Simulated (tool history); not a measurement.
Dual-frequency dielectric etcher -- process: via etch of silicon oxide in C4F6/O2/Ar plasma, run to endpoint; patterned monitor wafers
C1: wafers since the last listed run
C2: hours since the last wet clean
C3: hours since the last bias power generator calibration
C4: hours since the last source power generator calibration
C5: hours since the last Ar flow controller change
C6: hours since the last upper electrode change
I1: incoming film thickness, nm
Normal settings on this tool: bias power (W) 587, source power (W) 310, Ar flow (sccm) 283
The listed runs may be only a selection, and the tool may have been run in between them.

{"run": 1, "hour": 0.0, "bias power (W)": 554, "source power (W)": 310, "Ar flow (sccm)": 283, "C1": 0, "C2": 398.4, "C3": 2489.2, "C4": 1102.8, "C5": 1637.8, "C6": 4768.4, "I1": 66.5, "endpoint time (s)": 14.6}
{"run": 2, "hour": 12.8, "bias power (W)": 554, "source power (W)": 310, "Ar flow (sccm)": 283, "C1": 156, "C2": 411.2, "C3": 2502.0, "C4": 1115.6, "C5": 1650.6, "C6": 4781.2, "I1": 65.5, "endpoint time (s)": 14.5}
{"run": 3, "hour": 38.6, "bias power (W)": 587, "source power (W)": 310, "Ar flow (sccm)": 283, "C1": 315, "C2": 437.0, "C3": 2527.8, "C4": 1141.4, "C5": 1676.4, "C6": 4807.0, "I1": 65.8, "endpoint time (s)": 13.7}
{"hour": 83.6, "done": "wet clean of the chamber"}
{"run": 4, "hour": 144.8, "bias power (W)": 587, "source power (W)": 310, "Ar flow (sccm)": 283, "C1": 1004, "C2": 61.2, "C3": 2634.0, "C4": 1247.6, "C5": 1782.6, "C6": 4913.2, "I1": 66.3, "endpoint time (s)": 14.8}
{"hour": 177.4, "done": "Ar flow controller replaced"}
{"run": 5, "hour": 177.9, "bias power (W)": 587, "source power (W)": 310, "Ar flow (sccm)": 283, "C1": 331, "C2": 94.3, "C3": 2667.1, "C4": 1280.7, "C5": 0.5, "C6": 4946.3, "I1": 66.2, "endpoint time (s)": 14.8}
{"run": 6, "hour": 203.0, "bias power (W)": 587, "source power (W)": 310, "Ar flow (sccm)": 283, "C1": 306, "C2": 119.4, "C3": 2692.2, "C4": 1305.8, "C5": 25.6, "C6": 4971.4, "I1": 65.7, "endpoint time (s)": 14.6}
{"run": 7, "hour": 226.2, "bias power (W)": 587, "source power (W)": 310, "Ar flow (sccm)": 283, "C1": 283, "C2": 142.6, "C3": 2715.4, "C4": 1329.0, "C5": 48.8, "C6": 4994.6, "I1": 66.4, "endpoint time (s)": 14.7}
{"run": 8, "hour": 245.8, "bias power (W)": 587, "source power (W)": 310, "Ar flow (sccm)": 283, "C1": 239, "C2": 162.2, "C3": 2735.0, "C4": 1348.6, "C5": 68.4, "C6": 5014.2, "I1": 66.6, "endpoint time (s)": 14.7}
{"hour": 281.3, "done": "bias power generator calibrated"}
{"run": 9, "hour": 281.7, "bias power (W)": 587, "source power (W)": 310, "Ar flow (sccm)": 283, "C1": 389, "C2": 198.1, "C3": 0.4, "C4": 1384.5, "C5": 104.3, "C6": 5050.1, "I1": 66.6, "endpoint time (s)": 14.4}
{"run": 10, "hour": 313.3, "bias power (W)": 587, "source power (W)": 310, "Ar flow (sccm)": 283, "C1": 386, "C2": 229.7, "C3": 32.0, "C4": 1416.1, "C5": 135.9, "C6": 5081.7, "I1": 66.3, "endpoint time (s)": 14.5}
{"run": 11, "hour": 325.7, "bias power (W)": 733, "source power (W)": 310, "Ar flow (sccm)": 283, "C1": 151, "C2": 242.1, "C3": 44.4, "C4": 1428.5, "C5": 148.3, "C6": 5094.1, "I1": 65.3, "endpoint time (s)": 12.7}
{"hour": 342.6, "done": "source power generator calibrated"}
{"run": 12, "hour": 344.1, "bias power (W)": 587, "source power (W)": 310, "Ar flow (sccm)": 302, "C1": 175, "C2": 260.5, "C3": 62.8, "C4": 1.5, "C5": 166.7, "C6": 5112.5, "I1": 65.6, "endpoint time (s)": 14.7}
{"run": 13, "hour": 376.5, "bias power (W)": 587, "source power (W)": 310, "Ar flow (sccm)": 283, "C1": 395, "C2": 292.9, "C3": 95.2, "C4": 33.9, "C5": 199.1, "C6": 5144.9, "I1": 66.4, "endpoint time (s)": 14.4}
{"run": 14, "hour": 390.4, "bias power (W)": 587, "source power (W)": 370, "Ar flow (sccm)": 283, "C1": 169, "C2": 306.8, "C3": 109.1, "C4": 47.8, "C5": 213.0, "C6": 5158.8, "I1": 66.0, "endpoint time (s)": 13.4}
{"run": 15, "hour": 416.1, "bias power (W)": 587, "source power (W)": 310, "Ar flow (sccm)": 283, "C1": 313, "C2": 332.5, "C3": 134.8, "C4": 73.5, "C5": 238.7, "C6": 5184.5, "I1": 66.3, "endpoint time (s)": 14.5}
{"hour": 446.1, "done": "upper electrode replaced"}
{"hour": 469.0, "done": "wet clean of the chamber"}
{"run": 16, "hour": 469.5, "bias power (W)": 587, "source power (W)": 310, "Ar flow (sccm)": 248, "C1": 79, "C2": 0.5, "C3": 188.2, "C4": 126.9, "C5": 292.1, "C6": 23.4, "I1": 66.3, "endpoint time (s)": 14.7}
{"run": 17, "hour": 469.8, "bias power (W)": 587, "source power (W)": 310, "Ar flow (sccm)": 283, "C1": 3, "C2": 0.8, "C3": 188.5, "C4": 127.2, "C5": 292.4, "C6": 23.7, "I1": 66.2, "endpoint time (s)": 14.9}
{"run": 18, "hour": 477.8, "bias power (W)": 587, "source power (W)": 310, "Ar flow (sccm)": 283, "C1": 97, "C2": 8.8, "C3": 196.5, "C4": 135.2, "C5": 300.4, "C6": 31.7, "I1": 66.4, "endpoint time (s)": 14.9}
{"run": 19, "hour": 499.5, "bias power (W)": 699, "source power (W)": 250, "Ar flow (sccm)": 283, "C1": 265, "C2": 30.5, "C3": 218.2, "C4": 156.9, "C5": 322.1, "C6": 53.4, "I1": 65.9, "endpoint time (s)": 14.7}
{"run": 20, "hour": 514.1, "bias power (W)": 730, "source power (W)": 360, "Ar flow (sccm)": 345, "C1": 178, "C2": 45.1, "C3": 232.8, "C4": 171.5, "C5": 336.7, "C6": 68.0, "I1": 66.1, "endpoint time (s)": 12.6}
{"run": 21, "hour": 531.5, "bias power (W)": 457, "source power (W)": 310, "Ar flow (sccm)": 237, "C1": 212, "C2": 62.5, "C3": 250.2, "C4": 188.9, "C5": 354.1, "C6": 85.4, "I1": 66.4, "endpoint time (s)": 16.4}
{"run": 22, "hour": 556.6, "bias power (W)": 672, "source power (W)": 310, "Ar flow (sccm)": 333, "C1": 306, "C2": 87.6, "C3": 275.3, "C4": 214.0, "C5": 379.2, "C6": 110.5, "I1": 66.6, "endpoint time (s)": 14.0}
{"run": 23, "hour": 572.0, "bias power (W)": 587, "source power (W)": 310, "Ar flow (sccm)": 283, "C1": 188, "C2": 103.0, "C3": 290.7, "C4": 229.4, "C5": 394.6, "C6": 125.9, "I1": 65.8, "endpoint time (s)": 14.4}
{"run": 24, "hour": 601.7, "bias power (W)": 587, "source power (W)": 310, "Ar flow (sccm)": 261, "C1": 362, "C2": 132.7, "C3": 320.4, "C4": 259.1, "C5": 424.3, "C6": 155.6, "I1": 66.2, "endpoint time (s)": 14.4}
{"run": 25, "hour": 617.0, "bias power (W)": 642, "source power (W)": 310, "Ar flow (sccm)": 314, "C1": 186, "C2": 148.0, "C3": 335.7, "C4": 274.4, "C5": 439.6, "C6": 170.9, "I1": 65.9, "endpoint time (s)": 14.0}
{"run": 26, "hour": 629.8, "bias power (W)": 587, "source power (W)": 310, "Ar flow (sccm)": 283, "C1": 156, "C2": 160.8, "C3": 348.5, "C4": 287.2, "C5": 452.4, "C6": 183.7, "I1": 66.0, "endpoint time (s)": 14.4}
{"run": 27, "hour": 656.9, "bias power (W)": 456, "source power (W)": 250, "Ar flow (sccm)": 323, "C1": 331, "C2": 187.9, "C3": 375.6, "C4": 314.3, "C5": 479.5, "C6": 210.8, "I1": 65.9, "endpoint time (s)": 18.5}
{"run": 28, "hour": 692.4, "bias power (W)": 662, "source power (W)": 350, "Ar flow (sccm)": 283, "C1": 433, "C2": 223.4, "C3": 411.1, "C4": 349.8, "C5": 515.0, "C6": 246.3, "I1": 65.6, "endpoint time (s)": 12.6}
{"run": 29, "hour": 722.8, "bias power (W)": 587, "source power (W)": 310, "Ar flow (sccm)": 283, "C1": 371, "C2": 253.8, "C3": 441.5, "C4": 380.2, "C5": 545.4, "C6": 276.7, "I1": 66.2, "endpoint time (s)": 14.5}

Predict each of these 4 candidate next runs independently; none follows another, all start after run 29:
{"run": "A", "hour": 723.2, "bias power (W)": 587, "source power (W)": 240, "Ar flow (sccm)": 283, "C1": 4, "C2": 254.2, "C3": 441.9, "C4": 380.6, "C5": 545.8, "C6": 277.1, "I1": 65.5, "endpoint time (s)": "?"}
{"run": "B", "hour": 723.2, "bias power (W)": 681, "source power (W)": 260, "Ar flow (sccm)": 252, "C1": 4, "C2": 254.2, "C3": 441.9, "C4": 380.6, "C5": 545.8, "C6": 277.1, "I1": 65.5, "endpoint time (s)": "?"}
{"run": "C", "hour": 723.2, "bias power (W)": 525, "source power (W)": 310, "Ar flow (sccm)": 216, "C1": 4, "C2": 254.2, "C3": 441.9, "C4": 380.6, "C5": 545.8, "C6": 277.1, "I1": 65.5, "endpoint time (s)": "?"}
{"run": "D", "hour": 723.2, "bias power (W)": 587, "source power (W)": 310, "Ar flow (sccm)": 349, "C1": 4, "C2": 254.2, "C3": 441.9, "C4": 380.6, "C5": 545.8, "C6": 277.1, "I1": 65.5, "endpoint time (s)": "?"}

run=A endpoint_time_(s)=15.9
run=B endpoint_time_(s)=14.1
run=C endpoint_time_(s)=14.7
run=D endpoint_time_(s)=14.6
Had the tool no hidden state, the same runs would have come out as:
run=A endpoint_time_(s)=16.2
run=B endpoint_time_(s)=14.3
run=C endpoint_time_(s)=15.0
run=D endpoint_time_(s)=14.9
